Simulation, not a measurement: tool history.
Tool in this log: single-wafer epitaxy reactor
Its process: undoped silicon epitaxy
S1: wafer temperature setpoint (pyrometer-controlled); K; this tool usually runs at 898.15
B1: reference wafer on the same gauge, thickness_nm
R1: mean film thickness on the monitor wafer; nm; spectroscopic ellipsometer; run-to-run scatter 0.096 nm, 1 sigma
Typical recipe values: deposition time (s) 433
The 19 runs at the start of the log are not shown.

{"run": 20, "day": 9.612, "S1": 907.15, "deposition time (s)": 479, "B1": 29.603, "R1": 44.288}
{"run": 21, "day": 9.917, "S1": 912.15, "deposition time (s)": 369, "B1": 29.599, "R1": 38.191}
{"day": 10.296, "done": "pyrometer calibrated"}
{"run": 22, "day": 10.454, "S1": 887.15, "deposition time (s)": 511, "B1": 29.604, "R1": 32.949}
{"run": 23, "day": 10.779, "S1": 907.15, "deposition time (s)": 483, "B1": 29.579, "R1": 50.273}
{"run": 24, "day": 11.425, "S1": 912.15, "deposition time (s)": 506, "B1": 29.59, "R1": 59.444}
{"run": 25, "day": 12.05, "S1": 905.15, "deposition time (s)": 433, "B1": 29.616, "R1": 42.789}
{"run": 26, "day": 12.696, "S1": 898.15, "deposition time (s)": 433, "B1": 29.61, "R1": 36.153}
{"run": 27, "day": 13.204, "S1": 905.15, "deposition time (s)": 511, "B1": 29.605, "R1": 50.031}
{"run": 28, "day": 13.879, "S1": 913.15, "deposition time (s)": 374, "B1": 29.594, "R1": 44.348}
{"run": 29, "day": 14.388, "S1": 884.15, "deposition time (s)": 497, "B1": 29.599, "R1": 29.169}
{"run": 30, "day": 14.942, "S1": 905.15, "deposition time (s)": 348, "B1": 29.585, "R1": 34.007}
{"run": 31, "day": 15.45, "S1": 888.15, "deposition time (s)": 433, "B1": 29.582, "R1": 27.785}
{"run": 32, "day": 16.033, "S1": 898.15, "deposition time (s)": 502, "B1": 29.595, "R1": 41.47}

What if the next run were any one of these 3? Each begins from the tool's condition after run 32:
{"run": "A", "day": 16.054, "S1": 898.15, "deposition time (s)": 397, "B1": "?", "R1": "?"}
{"run": "B", "day": 16.054, "S1": 910.15, "deposition time (s)": 433, "B1": "?", "R1": "?"}
{"run": "C", "day": 16.054, "S1": 898.15, "deposition time (s)": 499, "B1": "?", "R1": "?"}

run=A B1=29.599 R1=32.520
run=B B1=29.599 R1=47.266
run=C B1=29.599 R1=40.875
What these runs would have given with no unlogged condition in the tool:
run=A R1=33.361
run=B R1=48.455
run=C R1=41.933

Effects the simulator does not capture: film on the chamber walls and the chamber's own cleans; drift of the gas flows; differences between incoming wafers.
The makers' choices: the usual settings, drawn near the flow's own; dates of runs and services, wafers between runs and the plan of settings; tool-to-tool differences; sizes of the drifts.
